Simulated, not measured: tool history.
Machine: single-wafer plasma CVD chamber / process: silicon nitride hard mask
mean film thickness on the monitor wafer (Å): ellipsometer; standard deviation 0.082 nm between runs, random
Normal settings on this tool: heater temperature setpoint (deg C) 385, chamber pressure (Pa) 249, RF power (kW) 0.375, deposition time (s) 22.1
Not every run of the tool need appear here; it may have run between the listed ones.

run	hour	heater temperature setpoint (deg C)	chamber pressure (Pa)	RF power (kW)	deposition time (s)	wafers since the last listed run	hours since the last thermocouple change	hours since the last RF generator calibration	hours since the last manometer calibration	hours since the showerhead was replaced	hours since the gauge calibration	read-back reference wafer on the same gauge, thickness_nm	mean film thickness on the monitor wafer (Å)
1	0.0	385	249	0.430	22.1	0	541.1	363.2	1069.3	6064.6	676.2	33.127	325.12
2	65.8	385	249	0.430	22.1	1679	606.9	429.0	1135.1	6130.4	742.0	33.103	325.11
3	96.7	385	249	0.375	22.1	788	637.8	459.9	1166.0	6161.3	772.9	33.111	295.51
4	148.7	385	249	0.375	22.1	1327	689.8	511.9	1218.0	6213.3	824.9	33.105	295.98
5	188.2	385	249	0.375	22.1	1008	729.3	551.4	1257.5	6252.8	864.4	33.094	294.88
# hour 235.3: gauge calibrated
6	247.6	385	249	0.375	22.1	1516	788.7	610.8	1316.9	6312.2	12.3	33.107	294.96
7	273.5	385	249	0.375	22.1	661	814.6	636.7	1342.8	6338.1	38.2	33.115	294.70
# hour 441.2: RF generator calibrated
8	450.3	385	249	0.375	22.1	4308	991.4	9.1	1519.6	6514.9	215.0	33.114	296.52
9	513.4	385	213	0.345	22.1	1610	1054.5	72.2	1582.7	6578.0	278.1	33.118	260.80
10	543.9	385	249	0.375	22.1	778	1085.0	102.7	1613.2	6608.5	308.6	33.085	296.70
11	584.0	385	249	0.375	22.1	1023	1125.1	142.8	1653.3	6648.6	348.7	33.105	296.22
12	646.3	385	249	0.375	22.1	1590	1187.4	205.1	1715.6	6710.9	411.0	33.084	296.78
# hour 660.9: capacitance manometer re-zeroed and calibrated
13	714.0	385	249	0.375	22.1	1523	1255.1	272.8	53.1	6778.6	478.7	33.107	296.15
14	746.2	385	249	0.375	22.1	821	1287.3	305.0	85.3	6810.8	510.9	33.102	297.03
# hour 755.7: thermocouple changed; heater temperature recalibrated
# hour 777.5: showerhead replaced, of another model than before
15	799.9	385	249	0.375	22.1	962	44.2	358.7	139.0	22.4	564.6	33.091	295.10
16	850.5	385	249	0.375	22.1	1291	94.8	409.3	189.6	73.0	615.2	33.118	295.00
17	914.4	398	249	0.375	22.1	1630	158.7	473.2	253.5	136.9	679.1	33.112	293.93
18	985.8	376	213	0.375	25.9	1822	230.1	544.6	324.9	208.3	750.5	33.092	335.19
19	1013.3	385	195	0.375	22.1	701	257.6	572.1	352.4	235.8	778.0	33.104	279.18
20	1045.6	396	249	0.445	25.6	824	289.9	604.4	384.7	268.1	810.3	33.109	392.95
21	1090.8	374	215	0.320	24.5	1153	335.1	649.6	429.9	313.3	855.5	33.110	268.60
# hour 1114.7: gauge calibrated
22	1141.3	393	212	0.375	24.9	1288	385.6	700.1	480.4	363.8	26.6	33.084	319.56
# hour 1185.3: RF generator calibrated
23	1187.1	391	268	0.355	22.1	964	431.4	1.8	526.2	409.6	72.4	33.110	284.91

Estimate the outcome of run 24 from the log above:
24	1305.9	385	192	0.375	22.1	3032	550.2	120.6	645.0	528.4	191.2	?	?

read-back reference wafer on the same gauge, thickness_nm: 33.111
mean film thickness on the monitor wafer (Å): 282.02
With no hidden state in the tool, this same run would have given mean film thickness on the monitor wafer (Å) 283.37.
